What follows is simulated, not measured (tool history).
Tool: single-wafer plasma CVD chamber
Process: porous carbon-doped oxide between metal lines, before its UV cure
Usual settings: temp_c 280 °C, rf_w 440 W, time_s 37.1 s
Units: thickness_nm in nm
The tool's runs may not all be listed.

run,hour,temp_c,rf_w,time_s,wafers since the last listed run,hours since the last thermocouple change,hours since the last RF generator calibration,hours since the showerhead was replaced,hours since the gauge calibration,"read-back reference wafer on the same gauge, thickness_nm",thickness_nm
1,0,280,440,37.1,0,737.3,549.1,4998.8,379.3,266.048,235.538
2,47.3,280,440,37.1,1786,784.6,596.4,5046.1,426.6,265.51,237.257
3,95.6,280,440,37.1,1824,832.9,644.7,5094.4,474.9,265.307,235.361
4,132.7,280,440,37.1,1401,870,681.8,5131.5,512,264.855,234.525
5,307.6,280,440,37.1,6605,1044.9,856.7,5306.4,686.9,263.606,234.508
6,382.6,280,505,35.6,2832,1119.9,931.7,5381.4,761.9,263.683,242.905
# hour 394.2: thermocouple changed; heater temperature recalibrated
7,469.3,280,505,35.6,2972,75.1,1018.4,5468.1,848.6,263.654,243.868
# hour 503.5: showerhead replaced
8,528.6,280,440,37.1,1937,134.4,1077.7,25.1,907.9,263.523,233.904
9,567.7,280,440,37.1,1476,173.5,1116.8,64.2,947,263.355,233.234
10,607.9,284,440,37.1,1518,213.7,1157,104.4,987.2,263.019,227.797
11,698.6,284,440,37.1,3425,304.4,1247.7,195.1,1077.9,262.807,227.21
12,755.7,284,440,37.1,2156,361.5,1304.8,252.2,1135,263.022,229.073
13,801.8,280,440,37.1,1741,407.6,1350.9,298.3,1181.1,262.801,233.815
# hour 838.6: gauge calibrated
14,860.1,280,440,37.1,2201,465.9,1409.2,356.6,21.5,270.507,240.033
15,909.7,292,480,29.9,1873,515.5,1458.8,406.2,71.1,269.721,189.035
16,975.8,285,440,33.9,2496,581.6,1524.9,472.3,137.2,268.497,209.657
17,1069.9,280,440,37.1,3553,675.7,1619,566.4,231.3,267.414,237.981
18,1114.7,286,355,33.1,1692,720.5,1663.8,611.2,276.1,267.029,178.529
# hour 1163.7: RF generator calibrated
19,1166.9,293,525,40,1669,772.7,3.2,663.4,328.3,266.518,257.153
20,1306.9,280,440,41,5287,912.7,143.2,803.4,468.3,265.442,257.778
21,1367.3,275,415,31.1,2281,973.1,203.6,863.8,528.7,265.23,200.509
22,1422.9,280,440,37.1,2099,1028.7,259.2,919.4,584.3,264.855,233.807
23,1471.9,280,440,37.1,1850,1077.7,308.2,968.4,633.3,264.546,236.674
24,1515.5,267,380,41.6,1646,1121.3,351.8,1012,676.9,264.594,267.264
25,1568.1,291,360,31,1986,1173.9,404.4,1064.6,729.5,264.491,162.566
26,1634.1,280,440,37.1,2492,1239.9,470.4,1130.6,795.5,264.069,236.301
27,1688,280,440,40.6,2035,1293.8,524.3,1184.5,849.4,263.688,254.922
# hour 1785.3: thermocouple changed; heater temperature recalibrated
28,1790.2,280,440,37.1,3557,4.9,626.5,1286.7,951.6,263.733,234.694
29,1969.9,280,440,37.1,6786,184.6,806.2,1466.4,1131.3,263.021,233.926
30,2015.9,286,415,33.3,1737,230.6,852.2,1512.4,1177.3,263.138,193.916
31,2079.1,285,375,34.6,2386,293.8,915.4,1575.6,1240.5,263.442,192.309
32,2158.1,285,360,31.2,2983,372.8,994.4,1654.6,1319.5,262.507,169.067
# hour 2198.9: gauge calibrated
33,2240.1,280,440,37.1,3096,454.8,1076.4,1736.6,41.2,268.712,237.878
34,2332.4,280,465,37.1,3485,547.1,1168.7,1828.9,133.5,267.098,244.672

Hidden state at the last listed run before each entry between runs and at the first one after, where it differs:
Between runs 6 and 7: thermocouple changed; heater temperature recalibrated (hour 394.2)
  gauge reads high (%): -1.95 -> -2.05
  measured less the result without the state, thickness_nm: -4.821 -> -5.095 nm
Between runs 7 and 8: showerhead replaced (hour 503.5)
  gauge reads high (%): -2.05 -> -2.1
  measured less the result without the state, thickness_nm: -5.095 -> -5.029 nm
Between runs 13 and 14: gauge calibrated (hour 838.6)
  gauge reads high (%): -2.3 -> 0.459
  measured less the result without the state, thickness_nm: -5.496 -> +1.097 nm
Between runs 18 and 19: RF generator calibrated (hour 1163.7)
  gauge reads high (%): -0.747 -> -0.923
  measured less the result without the state, thickness_nm: -1.343 -> -2.394 nm
Between runs 27 and 28: thermocouple changed; heater temperature recalibrated (hour 1785.3)
  gauge reads high (%): -1.93 -> -2.02
  measured less the result without the state, thickness_nm: -5.005 -> -4.843 nm
Between runs 32 and 33: gauge calibrated (hour 2198.9)
  gauge reads high (%): -2.24 -> -0.217
  measured less the result without the state, thickness_nm: -3.868 -> -0.517 nm
